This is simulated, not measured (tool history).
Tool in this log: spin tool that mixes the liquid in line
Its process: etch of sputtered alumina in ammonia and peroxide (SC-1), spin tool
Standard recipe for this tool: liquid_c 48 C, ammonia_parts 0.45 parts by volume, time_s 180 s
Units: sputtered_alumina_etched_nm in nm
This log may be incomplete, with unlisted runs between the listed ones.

run    hour  liquid_c  ammonia_parts  time_s  read-back film thickness of the sputtered alumina reference wafer, read on the same gauge (nm)  sputtered_alumina_etched_nm
  1       0        48           0.45     180                                                                                          140.01                         9.74
  2    29.7        48           0.45     180                                                                                          139.98                          9.7
  3    54.2        48            0.4     180                                                                                             140                         9.42
  4    99.1        51           0.45     265                                                                                          140.02                        16.89
      126.3  -- gauge calibrated
  5   139.7        53           0.45     150                                                                                          140.02                        10.71
  6   207.1        42           0.25     240                                                                                             140                          8.5
  7   267.2        48           0.45     180                                                                                          139.98                         9.48
      304.1  -- new drum of ammonia solution connected
  8   322.9        45            0.5     180                                                                                          140.02                         8.08
  9   361.5        41            0.5     215                                                                                             140                         7.75
 10   431.3        54           0.45     215                                                                                          140.01                        15.55
 11   477.6      38.5           0.45      70                                                                                          140.01                         2.11
 12   505.5        40           0.45     180                                                                                          140.02                         5.84
 13   543.7        42           0.55     180                                                                                          140.01                         6.64
 14   572.5        48           0.45     180                                                                                             140                         9.26
      613.2  -- heated supply line repaired
 15   629.3      40.5            0.6     180                                                                                          139.98                         6.12
 16   691.5        48           0.45      75                                                                                          139.98                         3.84
 17   719.5      56.5           0.65     290                                                                                             140                         24.8
        779  -- new drum of ammonia solution connected
 18   785.4        55            0.6     260                                                                                             140                        19.58
 19   843.9        48           0.45     180                                                                                          140.02                         9.21
 20   870.7        48           0.45     180                                                                                          139.99                         9.22
 21     929        48            0.4     180                                                                                             140                         8.98
 22   972.4        58           0.45     135                                                                                             140                        11.78
 23  1012.1        42           0.55     180                                                                                          140.01                         6.62
 24    1080        58           0.45     135                                                                                          140.01                        11.89
 25  1216.2        52           0.45     290                                                                                          140.02                         17.8
 26  1260.4      40.5            0.5     120                                                                                          140.02                         3.93

Results per run with the tool's hidden condition removed, run-to-run variation unchanged:
Hidden conditions of the tool in this case: liquid colder than its thermometer reads (K); ammonia flow below the setpoint (%); temperature lost on the way to the wafer (K); ammonia solution weaker than its label (%); gauge reads high (%).
run  sputtered_alumina_etched_nm
  1                         9.81
  2                         9.79
  3                         9.52
  4                        17.12
  5                        10.88
  6                          8.7
  7                         9.72
  8                         8.32
  9                            8
 10                         16.1
 11                          2.2
 12                          6.1
 13                         6.95
 14                          9.7
 15                         6.45
 16                         4.06
 17                        26.13
 18                        20.73
 19                         9.81
 20                         9.85
 21                         9.63
 22                        12.61
 23                         7.16
 24                        12.82
 25                        19.41
 26                         4.33
